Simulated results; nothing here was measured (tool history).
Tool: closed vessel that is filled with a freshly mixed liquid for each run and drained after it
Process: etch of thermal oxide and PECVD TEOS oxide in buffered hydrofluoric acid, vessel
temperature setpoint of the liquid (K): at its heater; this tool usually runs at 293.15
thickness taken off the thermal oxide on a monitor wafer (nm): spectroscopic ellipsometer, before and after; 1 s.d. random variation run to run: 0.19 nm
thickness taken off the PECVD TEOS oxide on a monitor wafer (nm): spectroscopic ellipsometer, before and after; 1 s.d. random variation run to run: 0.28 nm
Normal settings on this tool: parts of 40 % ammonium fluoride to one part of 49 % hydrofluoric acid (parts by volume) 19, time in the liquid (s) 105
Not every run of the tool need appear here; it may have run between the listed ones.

run   hour  temperature setpoint of the liquid (K)  parts of 40 % ammonium fluoride to one part of 49 % hydrofluoric acid (parts by volume)  time in the liquid (s)  wafers since the last listed run  hours since the thermometer was replaced  hours since the hydrofluoric acid flow meter was replaced  hours since the gauge calibration  read-back film thickness of the thermal oxide reference wafer, read on the same gauge (nm)  read-back film thickness of the PECVD TEOS oxide reference wafer, read on the same gauge (nm)  thickness taken off the thermal oxide on a monitor wafer (nm)  thickness taken off the PECVD TEOS oxide on a monitor wafer (nm)
  1      0                                  293.15                                                                                       19                     105                                 0                                    1806.3                                                      685.6                             1201.7                                                                                      110.01                                                                                         109.97                                                          54.37                                                             58.98
  2   15.5                                  294.65                                                                                       19                     105                              2178                                    1821.8                                                      701.1                             1217.2                                                                                      109.98                                                                                         110.05                                                          58.99                                                             64.12
  3   38.3                                  293.15                                                                                       19                     105                              3204                                    1844.6                                                      723.9                               1240                                                                                      109.98                                                                                         109.94                                                          54.36                                                             59.19
      65.7  -- hydrofluoric acid flow meter replaced
  4   69.1                                  293.15                                                                                       19                      80                              4187                                    1875.4                                                        3.4                             1270.8                                                                                      109.97                                                                                         109.96                                                          41.56                                                             45.29
  5   81.6                                  294.65                                                                                       19                     140                              1756                                    1887.9                                                       15.9                             1283.3                                                                                      110.02                                                                                            110                                                          78.23                                                             85.39
  6    111                                  296.15                                                                                       26                     140                              4131                                    1917.3                                                       45.3                             1312.7                                                                                      109.99                                                                                         109.98                                                          67.46                                                             73.58
  7  138.2                                  290.15                                                                                       17                     140                              3822                                    1944.5                                                       72.5                             1339.9                                                                                      110.01                                                                                         109.98                                                           68.3                                                             74.02
     170.4  -- gauge calibrated
  8  212.2                                  290.15                                                                                     25.5                     145                             10399                                    2018.5                                                      146.5                               41.8                                                                                      109.99                                                                                         109.94                                                          50.92                                                             54.84
  9  234.6                                  293.15                                                                                       19                     105                              3147                                    2040.9                                                      168.9                               64.2                                                                                      109.97                                                                                            110                                                          54.42                                                             58.59
 10  252.5                                  291.15                                                                                     22.5                      45                              2515                                    2058.8                                                      186.8                               82.1                                                                                      110.02                                                                                         110.01                                                           18.2                                                             19.69
 11  269.8                                  293.15                                                                                       19                     105                              2431                                    2076.1                                                      204.1                               99.4                                                                                      109.98                                                                                         110.03                                                          54.45                                                              59.1
 12  296.9                                  293.15                                                                                       19                     105                              3808                                    2103.2                                                      231.2                              126.5                                                                                      110.01                                                                                         110.04                                                          54.22                                                             58.47
 13    317                                  296.15                                                                                     12.5                     105                              2824                                    2123.3                                                      251.3                              146.6                                                                                      110.01                                                                                         110.03                                                          96.56                                                            104.87
 14  345.8                                  291.15                                                                                     11.5                     105                              4047                                    2152.1                                                      280.1                              175.4                                                                                      110.03                                                                                         109.94                                                          79.96                                                             86.33
 15  374.7                                  295.65                                                                                       19                     105                              4061                                      2181                                                        309                              204.3                                                                                      109.97                                                                                         109.97                                                          62.96                                                             67.77
     387.6  -- thermometer replaced
 16  401.4                                  293.15                                                                                       14                     105                              3611                                      13.8                                                      335.7                                231                                                                                      110.01                                                                                         110.01                                                          73.17                                                             79.43
 17  418.5                                  293.15                                                                                       19                     105                              2403                                      30.9                                                      352.8                              248.1                                                                                         110                                                                                         110.02                                                          54.15                                                             58.98
 18  440.9                                  293.15                                                                                       19                     105                              3147                                      53.3                                                      375.2                              270.5                                                                                      109.97                                                                                         110.01                                                          53.97                                                             58.38
 19  464.7                                  293.15                                                                                       19                     105                              3344                                      77.1                                                        399                              294.3                                                                                         110                                                                                         110.07                                                           54.1                                                             59.05
 20  481.3                                  295.15                                                                                       21                      80                              2332                                      93.7                                                      415.6                              310.9                                                                                      110.01                                                                                         109.98                                                          42.54                                                             46.43
 21  516.8                                  296.15                                                                                       19                     105                              4988                                     129.2                                                      451.1                              346.4                                                                                         110                                                                                         109.99                                                          64.13                                                             68.83
 22  536.1                                  293.15                                                                                       19                     105                              2712                                     148.5                                                      470.4                              365.7                                                                                      109.99                                                                                         110.03                                                          54.61                                                             58.65
 23  560.1                                  290.15                                                                                       19                     130                              3372                                     172.5                                                      494.4                              389.7                                                                                      109.99                                                                                         110.01                                                          56.65                                                             61.31
 24  575.6                                  293.15                                                                                     23.5                     165                              2178                                       188                                                      509.9                              405.2                                                                                      109.98                                                                                         109.99                                                          72.68                                                             78.82
 25  604.9                                  293.15                                                                                       19                      75                              4117                                     217.3                                                      539.2                              434.5                                                                                         110                                                                                         109.98                                                          38.69                                                             42.27

Describe how what the log doesn't record of the tool's condition differs between the last listed run preceding each entry between runs and the first listed run following it.
In the gap between runs 3 and 4: hydrofluoric acid flow meter replaced (hour 65.7)
  no hidden state differs between the two runs
In the gap between runs 7 and 8: gauge calibrated (hour 170.4)
  no hidden state differs between the two runs
In the gap between runs 15 and 16: thermometer replaced (hour 387.6)
  no hidden state differs between the two runs
